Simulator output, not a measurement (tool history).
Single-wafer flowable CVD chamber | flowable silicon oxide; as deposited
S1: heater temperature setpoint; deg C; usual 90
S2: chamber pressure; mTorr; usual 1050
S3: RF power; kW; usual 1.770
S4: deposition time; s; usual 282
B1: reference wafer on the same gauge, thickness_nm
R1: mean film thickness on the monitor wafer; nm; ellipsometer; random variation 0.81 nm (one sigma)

run   hour   S1    S2     S3   S4       B1       R1
  1    0.0   94  1050  1.770  282  347.212  272.384
       7.4  -- gauge calibrated
  2   52.1   94  1050  1.770  282  346.792  272.715
  3   58.7   94  1050  1.770  282  347.131  273.207
  4   75.7   90  1050  1.770  282  346.924  306.937
      92.1  -- RF generator calibrated
  5   92.6   90  1050  1.770  282  347.009  306.456
  6  102.8   90  1050  1.770  282  346.943  304.846
     120.9  -- showerhead replaced
  7  121.4   90  1050  1.770  282  347.005  305.114
  8  124.3   90  1050  1.770  282  347.267  305.203
     140.5  -- capacitance manometer re-zeroed and calibrated
  9  141.8   84  1250  1.770  282  346.767  400.602
 10  148.0   84  1250  1.770  282  347.199  399.939
     158.5  -- thermocouple changed; heater temperature recalibrated
 11  163.3   90  1050  1.445  301  347.130  336.273
 12  179.5   96  1050  1.770  242  347.302  239.887
 13  193.5  103   910  1.460  236  347.020  155.922
     208.0  -- gauge calibrated
 14  208.8   90  1050  2.115  282  346.603  346.595
 15  222.1   90  1050  1.770  282  346.867  336.008
 16  230.3   84  1050  2.010  282  346.955  405.565
 17  239.7   90  1050  1.770  282  346.703  334.819
 18  250.8   90  1050  1.770  282  347.040  336.587
 19  265.7   79   850  1.770  313  347.069  400.995
 20  275.7   90  1050  1.770  282  346.929  336.639

What the log doesn't show, run by run:
delivered RF power above the setpoint (%): 0 in every run
gauge reads high (%): 0 in every run
H1: wafer temperature above the value expected at the setpoint (K)
H2: true pressure above the setpoint (%)
run     H1     H2
  1   5.32    7.8
  2   5.49   8.04
  3   5.51   8.07
  4   5.57   8.15
  5   5.63   8.23
  6   5.66   8.28
  7   5.73   8.37
  8   5.74   8.38
  9    5.8  0.082
 10   5.82  0.111
 11  0.167  0.183
 12  0.167  0.259
 13  0.168  0.325
 14  0.168  0.397
 15  0.169  0.459
 16   0.17  0.498
 17  0.171  0.542
 18  0.172  0.594
 19  0.173  0.664
 20  0.175  0.711
